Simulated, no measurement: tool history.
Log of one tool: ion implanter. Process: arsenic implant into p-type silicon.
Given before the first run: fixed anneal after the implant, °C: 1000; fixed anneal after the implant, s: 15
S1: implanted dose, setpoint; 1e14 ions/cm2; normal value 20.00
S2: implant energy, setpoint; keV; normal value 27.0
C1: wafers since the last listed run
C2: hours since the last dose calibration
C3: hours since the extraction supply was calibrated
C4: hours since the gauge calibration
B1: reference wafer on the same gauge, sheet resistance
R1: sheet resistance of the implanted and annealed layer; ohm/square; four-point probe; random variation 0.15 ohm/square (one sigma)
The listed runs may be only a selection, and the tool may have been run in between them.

run	day	S1	S2	C1	C2	C3	C4	B1	R1
1	0.000	20.00	27.0	0	899.7	2986.4	969.5	105.37	93.78
2	2.350	20.00	27.0	1142	956.1	3042.8	1025.9	105.39	93.80
3	5.071	20.00	27.0	1322	1021.4	3108.1	1091.2	105.41	93.83
4	6.600	20.00	27.0	743	1058.1	3144.8	1127.9	105.39	93.68
5	10.708	20.00	27.0	1997	1156.7	3243.4	1226.5	105.41	93.23
# day 15.288: Faraday cup replaced and dose calibrated
6	15.308	20.00	27.0	2074	0.5	3353.8	1336.9	105.42	94.27
7	21.021	20.00	27.0	2777	137.6	3490.9	1474.0	105.39	94.44
8	24.671	20.00	27.0	1774	225.2	3578.5	1561.6	105.45	94.41
9	28.758	20.00	27.0	1987	323.3	3676.6	1659.7	105.36	94.59
10	40.192	20.00	27.0	5558	597.7	3951.0	1934.1	105.42	94.16
11	42.492	20.00	27.0	1118	652.9	4006.2	1989.3	105.44	94.51
# day 43.533: gauge calibrated
12	44.017	20.00	33.5	741	689.5	4042.8	11.6	105.39	85.80
13	46.512	20.00	33.5	1213	749.4	4102.7	71.5	105.39	85.59
14	50.846	20.00	31.0	2106	853.4	4206.7	175.5	105.44	88.47
15	53.738	15.58	24.0	1405	922.8	4276.1	244.9	105.42	104.12
16	58.183	14.21	32.5	2161	1029.5	4382.8	351.6	105.39	94.74

Run 17 is up next; what results do you expect?
17	61.354	21.92	24.0	1541	1105.6	4458.9	427.7	?	?

B1: 105.42
R1: 98.22 ohm/square
With no hidden state in the tool, this same run would have given R1 97.54 ohm/square.
